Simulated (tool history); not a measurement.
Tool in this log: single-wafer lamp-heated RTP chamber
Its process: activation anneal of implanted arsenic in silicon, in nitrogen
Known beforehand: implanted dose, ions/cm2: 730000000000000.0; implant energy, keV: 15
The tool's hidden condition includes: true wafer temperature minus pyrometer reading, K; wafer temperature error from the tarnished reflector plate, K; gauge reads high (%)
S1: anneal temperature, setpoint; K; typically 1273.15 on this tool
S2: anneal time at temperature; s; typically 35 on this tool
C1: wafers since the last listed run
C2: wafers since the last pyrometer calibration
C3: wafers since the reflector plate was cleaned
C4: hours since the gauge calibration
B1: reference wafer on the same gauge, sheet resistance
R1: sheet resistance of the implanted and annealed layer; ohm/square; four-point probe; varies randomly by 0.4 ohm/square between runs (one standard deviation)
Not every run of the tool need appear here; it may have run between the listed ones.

{"run": 1, "hour": 0.0, "S1": 1273.15, "S2": 27, "C1": 0, "C2": 433, "C3": 13370, "C4": 252.2, "B1": 167.79, "R1": 169.93}
{"run": 2, "hour": 12.0, "S1": 1273.15, "S2": 35, "C1": 131, "C2": 564, "C3": 13501, "C4": 264.2, "B1": 168.09, "R1": 166.25}
{"run": 3, "hour": 27.3, "S1": 1273.15, "S2": 35, "C1": 167, "C2": 732, "C3": 13669, "C4": 279.5, "B1": 167.91, "R1": 165.64}
{"run": 4, "hour": 33.4, "S1": 1273.15, "S2": 35, "C1": 66, "C2": 798, "C3": 13736, "C4": 285.6, "B1": 167.96, "R1": 165.57}
{"run": 5, "hour": 39.5, "S1": 1263.15, "S2": 46, "C1": 66, "C2": 865, "C3": 13802, "C4": 291.7, "B1": 168.22, "R1": 165.65}
{"run": 6, "hour": 50.9, "S1": 1263.15, "S2": 46, "C1": 124, "C2": 990, "C3": 13927, "C4": 303.1, "B1": 167.78, "R1": 165.35}
{"run": 7, "hour": 62.8, "S1": 1263.15, "S2": 46, "C1": 130, "C2": 1120, "C3": 14057, "C4": 315, "B1": 167.97, "R1": 164.42}
{"run": 8, "hour": 78.5, "S1": 1285.15, "S2": 35, "C1": 171, "C2": 1292, "C3": 14229, "C4": 330.7, "B1": 167.88, "R1": 160.03}
{"run": 9, "hour": 85.1, "S1": 1293.15, "S2": 35, "C1": 72, "C2": 1365, "C3": 14302, "C4": 337.3, "B1": 168.02, "R1": 158.25}
{"run": 10, "hour": 95.6, "S1": 1293.15, "S2": 35, "C1": 114, "C2": 1480, "C3": 14417, "C4": 347.8, "B1": 167.74, "R1": 159.02}
{"run": 11, "hour": 108.1, "S1": 1273.15, "S2": 35, "C1": 136, "C2": 1616, "C3": 14554, "C4": 360.3, "B1": 168.06, "R1": 164.12}
{"hour": 116.6, "done": "pyrometer window cleaned and pyrometer calibrated"}
{"run": 12, "hour": 124.9, "S1": 1273.15, "S2": 43, "C1": 96, "C2": 91, "C3": 14650, "C4": 377.1, "B1": 167.94, "R1": 164.71}
{"run": 13, "hour": 138.3, "S1": 1273.15, "S2": 43, "C1": 146, "C2": 238, "C3": 14797, "C4": 390.5, "B1": 167.92, "R1": 164.95}
{"hour": 158.0, "done": "reflector plate cleaned"}
{"run": 14, "hour": 158.5, "S1": 1273.15, "S2": 43, "C1": 133, "C2": 371, "C3": 5, "C4": 410.7, "B1": 168.25, "R1": 163.44}
{"run": 15, "hour": 172.9, "S1": 1273.15, "S2": 35, "C1": 157, "C2": 529, "C3": 163, "C4": 425.1, "B1": 168.01, "R1": 165.84}
{"run": 16, "hour": 179.3, "S1": 1273.15, "S2": 17, "C1": 70, "C2": 599, "C3": 233, "C4": 431.5, "B1": 167.96, "R1": 176.11}
{"hour": 201.3, "done": "gauge calibrated"}
{"run": 17, "hour": 218.2, "S1": 1288.15, "S2": 48, "C1": 425, "C2": 1025, "C3": 659, "C4": 16.9, "B1": 167.78, "R1": 156.65}
{"run": 18, "hour": 231.9, "S1": 1302.15, "S2": 26, "C1": 150, "C2": 1175, "C3": 809, "C4": 30.6, "B1": 168.07, "R1": 160.09}
{"run": 19, "hour": 243.3, "S1": 1291.15, "S2": 52, "C1": 124, "C2": 1300, "C3": 934, "C4": 42, "B1": 167.84, "R1": 154.52}
{"run": 20, "hour": 259.6, "S1": 1273.15, "S2": 35, "C1": 178, "C2": 1478, "C3": 1112, "C4": 58.3, "B1": 168.12, "R1": 164.66}
{"run": 21, "hour": 268.7, "S1": 1260.15, "S2": 16, "C1": 99, "C2": 1578, "C3": 1212, "C4": 67.4, "B1": 168.14, "R1": 179.87}
{"hour": 283.6, "done": "pyrometer window cleaned and pyrometer calibrated"}
{"run": 22, "hour": 284.1, "S1": 1273.15, "S2": 35, "C1": 81, "C2": 5, "C3": 1293, "C4": 82.8, "B1": 168.05, "R1": 167.93}
{"run": 23, "hour": 298.0, "S1": 1273.15, "S2": 35, "C1": 152, "C2": 158, "C3": 1445, "C4": 96.7, "B1": 168.02, "R1": 166.97}
{"run": 24, "hour": 311.3, "S1": 1244.15, "S2": 56, "C1": 145, "C2": 303, "C3": 1591, "C4": 110, "B1": 167.85, "R1": 171.01}
{"run": 25, "hour": 325.2, "S1": 1244.15, "S2": 43, "C1": 152, "C2": 455, "C3": 1743, "C4": 123.9, "B1": 168.13, "R1": 174.75}
{"run": 26, "hour": 370.5, "S1": 1273.15, "S2": 35, "C1": 496, "C2": 952, "C3": 2239, "C4": 169.2, "B1": 167.87, "R1": 165.17}
{"run": 27, "hour": 382.2, "S1": 1273.15, "S2": 35, "C1": 128, "C2": 1080, "C3": 2367, "C4": 180.9, "B1": 167.99, "R1": 166.28}
{"run": 28, "hour": 396.9, "S1": 1244.15, "S2": 14, "C1": 160, "C2": 1241, "C3": 2528, "C4": 195.6, "B1": 167.94, "R1": 185.58}
{"run": 29, "hour": 408.2, "S1": 1291.15, "S2": 47, "C1": 123, "C2": 1364, "C3": 2652, "C4": 206.9, "B1": 167.93, "R1": 155.96}
{"run": 30, "hour": 415.6, "S1": 1273.15, "S2": 35, "C1": 81, "C2": 1445, "C3": 2733, "C4": 214.3, "B1": 168.21, "R1": 165.55}
{"run": 31, "hour": 426.9, "S1": 1256.15, "S2": 35, "C1": 123, "C2": 1569, "C3": 2856, "C4": 225.6, "B1": 167.93, "R1": 170.18}
{"hour": 449.2, "done": "pyrometer window cleaned and pyrometer calibrated"}
{"run": 32, "hour": 449.7, "S1": 1273.15, "S2": 35, "C1": 162, "C2": 5, "C3": 3018, "C4": 248.4, "B1": 167.93, "R1": 166.6}
{"run": 33, "hour": 453.2, "S1": 1273.15, "S2": 21, "C1": 38, "C2": 43, "C3": 3057, "C4": 251.9, "B1": 167.77, "R1": 174.25}
{"run": 34, "hour": 461.9, "S1": 1273.15, "S2": 48, "C1": 95, "C2": 138, "C3": 3152, "C4": 260.6, "B1": 167.98, "R1": 162.94}
{"run": 35, "hour": 474.1, "S1": 1297.15, "S2": 26, "C1": 133, "C2": 272, "C3": 3286, "C4": 272.8, "B1": 168.08, "R1": 163.29}
{"run": 36, "hour": 485.7, "S1": 1296.15, "S2": 55, "C1": 127, "C2": 399, "C3": 3413, "C4": 284.4, "B1": 167.71, "R1": 154.25}
{"run": 37, "hour": 492.8, "S1": 1248.15, "S2": 35, "C1": 77, "C2": 477, "C3": 3490, "C4": 291.5, "B1": 167.99, "R1": 176.32}
{"run": 38, "hour": 501.3, "S1": 1300.15, "S2": 28, "C1": 93, "C2": 570, "C3": 3583, "C4": 300, "B1": 167.91, "R1": 160.03}

Branching from run 38: 3 alternative next runs. What would each branch give?
{"run": "A", "hour": 501.7, "S1": 1273.15, "S2": 35, "C1": 4, "C2": 574, "C3": 3588, "C4": 300.4, "B1": "?", "R1": "?"}
{"run": "B", "hour": 501.7, "S1": 1273.15, "S2": 24, "C1": 4, "C2": 574, "C3": 3588, "C4": 300.4, "B1": "?", "R1": "?"}
{"run": "C", "hour": 501.7, "S1": 1251.15, "S2": 35, "C1": 4, "C2": 574, "C3": 3588, "C4": 300.4, "B1": "?", "R1": "?"}

run=A B1=168 R1=166.12
run=B B1=168 R1=171.04
run=C B1=168 R1=173.99
Without the tool's unlogged condition, the same runs would have read:
run=A R1=167.21
run=B R1=172.09
run=C R1=175.09
